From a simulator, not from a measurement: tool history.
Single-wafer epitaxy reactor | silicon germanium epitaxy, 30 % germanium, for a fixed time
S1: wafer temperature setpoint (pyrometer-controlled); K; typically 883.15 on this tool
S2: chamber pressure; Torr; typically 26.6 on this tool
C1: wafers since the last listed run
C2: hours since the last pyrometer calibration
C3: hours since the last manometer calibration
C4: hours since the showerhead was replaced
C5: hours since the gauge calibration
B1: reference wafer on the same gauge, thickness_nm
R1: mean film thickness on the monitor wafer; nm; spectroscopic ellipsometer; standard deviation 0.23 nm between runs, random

run   hour      S1    S2   C1      C2      C3      C4     C5      B1      R1
  1      0  874.15  26.6    0  2114.6  1592.8  6488.1  188.7  77.337   59.15
  2    7.4  883.15  26.6  139    2122  1600.2  6495.5  196.1  77.276  68.271
      14.6  -- gauge calibrated
  3   18.4  883.15  26.6  207    2133  1611.2  6506.5    3.8   77.25  68.482
  4   32.5  883.15  31.5  265  2147.1  1625.3  6520.6   17.9   77.22  75.934
  5   40.9  883.15  31.5  158  2155.5  1633.7    6529   26.3  77.366  75.887
  6   58.4  883.15  31.5  329    2173  1651.2  6546.5   43.8  77.306  75.908
  7  109.1  883.15  26.6  954  2223.7  1701.9  6597.2   94.5  77.263  68.149
  8  122.8  883.15  26.6  258  2237.4  1715.6  6610.9  108.2  77.293  68.216
  9  132.9  883.15  26.6  190  2247.5  1725.7    6621  118.3  77.338  67.994
 10  147.6  883.15  26.6  276  2262.2  1740.4  6635.7    133  77.266  68.275
 11    164  883.15  26.6  308  2278.6  1756.8  6652.1  149.4  77.365  68.221
     177.9  -- showerhead replaced
 12  178.4  883.15  26.6  120    2293  1771.2     0.5  163.8  77.394  68.434
 13  180.4  883.15  26.6   37    2295  1773.2     2.5  165.8  77.231  68.317
     193.9  -- pyrometer calibrated
 14  194.4  883.15  22.2  112     0.5  1787.2    16.5  179.8  77.265  67.222
 15    200  877.15  22.8  105     6.1  1792.8    22.1  185.4  77.282  61.688
 16  214.6  883.15  22.4  274    20.7  1807.4    36.7    200  77.319  67.018
     220.9  -- gauge calibrated
     224.2  -- capacitance manometer re-zeroed and calibrated
 17  225.2  883.15  20.6   48    31.3       1    47.3    4.3   77.35  62.799
 18  245.5  883.15  26.6  382    51.6    21.3    67.6   24.6  77.395  75.283
 19    256  888.15  32.2  197    62.1    31.8    78.1   35.1  77.373  91.495
 20  270.6  883.15  26.6  274    76.7    46.4    92.7   49.7  77.319  75.178
 21  288.5  883.15  26.6  337    94.6    64.3   110.6   67.6  77.289  74.825
 22  302.5  868.15    30  263   108.6    78.3   124.6   81.6  77.271  63.202
 23  311.4  874.15  32.8  167   117.5    87.2   133.5   90.5  77.278  72.994
 24  325.4  889.15  21.5  263   131.5   101.2   147.5  104.5  77.273  70.198
 25    340  883.15  29.5  274   146.1   115.8   162.1  119.1  77.313  79.482
 26  351.6  883.15  26.6  218   157.7   127.4   173.7  130.7  77.253  74.461
 27  365.8  874.15  32.4  267   171.9   141.6   187.9  144.9   77.24  72.974
 28  377.5  893.15  31.8  220   183.6   153.3   199.6  156.6  77.235  97.134

Consider 4 possible next runs. They are alternatives, not a sequence: every one starts from the tool as it was left by run 28. What does each give?
  A  377.9  883.15  26.6   7  184  153.7  200  157   ?   ?
  B  377.9  883.15  20.7   7  184  153.7  200  157   ?   ?
  C  377.9  868.15  32.2   7  184  153.7  200  157   ?   ?
  D  377.9  876.15  29.4   7  184  153.7  200  157   ?   ?

run      B1      R1
  A  77.305  74.208
  B  77.305  62.047
  C  77.305  65.677
  D  77.305  70.741
Had the tool no hidden state, the same runs would have come out as:
run      R1
  A  75.804
  B  63.382
  C  67.133
  D  72.285

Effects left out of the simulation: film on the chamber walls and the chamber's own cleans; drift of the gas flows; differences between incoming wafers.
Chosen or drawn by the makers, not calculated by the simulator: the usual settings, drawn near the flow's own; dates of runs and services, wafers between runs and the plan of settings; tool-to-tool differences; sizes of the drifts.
